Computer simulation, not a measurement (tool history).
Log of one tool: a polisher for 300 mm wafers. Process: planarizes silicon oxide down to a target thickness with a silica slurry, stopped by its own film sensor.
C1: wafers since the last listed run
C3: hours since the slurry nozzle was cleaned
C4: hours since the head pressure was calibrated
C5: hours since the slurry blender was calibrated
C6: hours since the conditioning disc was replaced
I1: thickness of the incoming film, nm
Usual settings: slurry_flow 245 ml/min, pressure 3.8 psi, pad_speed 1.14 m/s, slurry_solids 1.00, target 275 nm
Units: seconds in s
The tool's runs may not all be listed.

Run 1, hour 0.0: usual settings but slurry_flow 220 ml/min, target 214 nm; C1 0; wafers polished on this pad 307; C3 186.4; C4 677.4; C5 74.7; C6 3.2; I1 599.2. Result: seconds 114.1 s.
Run 2, hour 14.7: usual settings but slurry_flow 220 ml/min, target 214 nm; C1 79; wafers polished on this pad 386; C3 201.1; C4 692.1; C5 89.4; C6 17.9; I1 597.7. Result: seconds 114.2 s.
Run 3, hour 40.1: usual settings; C1 136; wafers polished on this pad 523; C3 226.5; C4 717.5; C5 114.8; C6 43.3; I1 605.2. Result: seconds 96.0 s.
Run 4, hour 72.7: usual settings; C1 175; wafers polished on this pad 699; C3 259.1; C4 750.1; C5 147.4; C6 75.9; I1 594.4. Result: seconds 95.1 s.
Run 5, hour 85.2: usual settings but slurry_solids 0.75; C1 67; wafers polished on this pad 766; C3 271.6; C4 762.6; C5 159.9; C6 88.4; I1 588.6. Result: seconds 111.3 s.
Run 6, hour 104.7: usual settings; C1 105; wafers polished on this pad 871; C3 291.1; C4 782.1; C5 179.4; C6 107.9; I1 596.8. Result: seconds 97.4 s.
At hour 130.5: slurry nozzle cleaned.
Run 7, hour 143.8: usual settings; C1 205; wafers polished on this pad 1077; C3 13.3; C4 821.2; C5 218.5; C6 147.0; I1 595.2. Result: seconds 95.5 s.
At hour 148.7: worn pad replaced by a new one.
At hour 163.3: slurry blender recalibrated.
Run 8, hour 174.8: usual settings but pressure 2.8 psi, slurry_solids 0.90; C1 134; wafers polished on this pad 130; C3 44.3; C4 852.2; C5 11.5; C6 178.0; I1 609.4. Result: seconds 139.0 s.
Run 9, hour 191.7: usual settings; C1 91; wafers polished on this pad 221; C3 61.2; C4 869.1; C5 28.4; C6 194.9; I1 608.4. Result: seconds 97.8 s.
Run 10, hour 209.8: usual settings but pad_speed 0.88 m/s; C1 97; wafers polished on this pad 318; C3 79.3; C4 887.2; C5 46.5; C6 213.0; I1 597.2. Result: seconds 110.3 s.
Run 11, hour 235.2: usual settings but slurry_flow 190 ml/min; C1 136; wafers polished on this pad 455; C3 104.7; C4 912.6; C5 71.9; C6 238.4; I1 604.0. Result: seconds 103.1 s.
Run 12, hour 266.7: usual settings but target 231 nm; C1 169; wafers polished on this pad 625; C3 136.2; C4 944.1; C5 103.4; C6 269.9; I1 599.1. Result: seconds 110.6 s.
Run 13, hour 294.0: usual settings; C1 147; wafers polished on this pad 772; C3 163.5; C4 971.4; C5 130.7; C6 297.2; I1 588.5. Result: seconds 90.6 s.
At hour 317.7: head pressure recalibrated.
Run 14, hour 329.6: usual settings but pad_speed 1.52 m/s; C1 181; wafers polished on this pad 954; C3 199.1; C4 11.9; C5 166.3; C6 332.8; I1 601.7. Result: seconds 83.8 s.
At hour 351.7: worn pad replaced by a new one.
Run 15, hour 357.6: usual settings but pressure 2.9 psi, pad_speed 0.96 m/s; C1 129; wafers polished on this pad 31; C3 227.1; C4 39.9; C5 194.3; C6 360.8; I1 590.8. Result: seconds 134.5 s.
At hour 368.6: slurry blender recalibrated.
At hour 390.8: slurry nozzle cleaned.
Run 16, hour 391.3: usual settings but slurry_solids 0.70; C1 165; wafers polished on this pad 197; C3 0.5; C4 73.6; C5 22.7; C6 394.5; I1 605.0. Result: seconds 129.1 s.
Run 17, hour 417.2: usual settings but slurry_flow 290 ml/min; C1 139; wafers polished on this pad 336; C3 26.4; C4 99.5; C5 48.6; C6 420.4; I1 606.9. Result: seconds 98.5 s.
At hour 434.2: conditioning disc replaced and pad reconditioned.
Run 18, hour 447.9: usual settings but pressure 4.3 psi, target 348 nm; C1 154; wafers polished on this pad 491; C3 57.1; C4 130.2; C5 79.3; C6 13.7; I1 601.8. Result: seconds 66.9 s.
Run 19, hour 510.6: usual settings but slurry_flow 310 ml/min, target 376 nm; C1 338; wafers polished on this pad 829; C3 119.8; C4 192.9; C5 142.0; C6 76.4; I1 607.7. Result: seconds 68.0 s.
Run 20, hour 544.3: usual settings but slurry_solids 1.25; C1 181; wafers polished on this pad 1011; C3 153.5; C4 226.6; C5 175.7; C6 110.1; I1 606.6. Result: seconds 90.5 s.
At hour 563.0: worn pad replaced by a new one.
Run 21, hour 575.8: usual settings but slurry_flow 295 ml/min, pad_speed 1.32 m/s, target 172 nm; C1 148; wafers polished on this pad 69; C3 185.0; C4 258.1; C5 207.2; C6 141.6; I1 598.3. Result: seconds 113.4 s.
Run 22, hour 600.2: usual settings but pressure 2.9 psi, pad_speed 0.92 m/s; C1 131; wafers polished on this pad 200; C3 209.4; C4 282.5; C5 231.6; C6 166.0; I1 595.4. Result: seconds 136.8 s.
At hour 631.2: slurry blender recalibrated.
Run 23, hour 635.8: usual settings but slurry_flow 325 ml/min, pad_speed 0.76 m/s, slurry_solids 0.85, target 374 nm; C1 181; wafers polished on this pad 381; C3 245.0; C4 318.1; C5 4.6; C6 201.6; I1 600.8. Result: seconds 87.2 s.
At hour 701.6: slurry nozzle cleaned.
Run 24, hour 733.7: usual settings but pressure 2.9 psi, pad_speed 0.92 m/s; C1 522; wafers polished on this pad 904; C3 32.1; C4 416.0; C5 102.5; C6 299.5; I1 599.0. Result: seconds 136.6 s.

Hidden state at the last listed run before each entry between runs and at the first one after, where it differs:
Between runs 6 and 7: slurry nozzle cleaned (hour 130.5)
  no hidden state differs between the two runs
Between runs 7 and 8: worn pad replaced by a new one (hour 148.7); slurry blender recalibrated (hour 163.3)
  no hidden state differs between the two runs
Between runs 13 and 14: head pressure recalibrated (hour 317.7)
  no hidden state differs between the two runs
Between runs 14 and 15: worn pad replaced by a new one (hour 351.7)
  no hidden state differs between the two runs
Between runs 15 and 16: slurry blender recalibrated (hour 368.6); slurry nozzle cleaned (hour 390.8)
  no hidden state differs between the two runs
Between runs 17 and 18: conditioning disc replaced and pad reconditioned (hour 434.2)
  no hidden state differs between the two runs
Between runs 20 and 21: worn pad replaced by a new one (hour 563.0)
  no hidden state differs between the two runs
Between runs 22 and 23: slurry blender recalibrated (hour 631.2)
  no hidden state differs between the two runs
Between runs 23 and 24: slurry nozzle cleaned (hour 701.6)
  no hidden state differs between the two runs
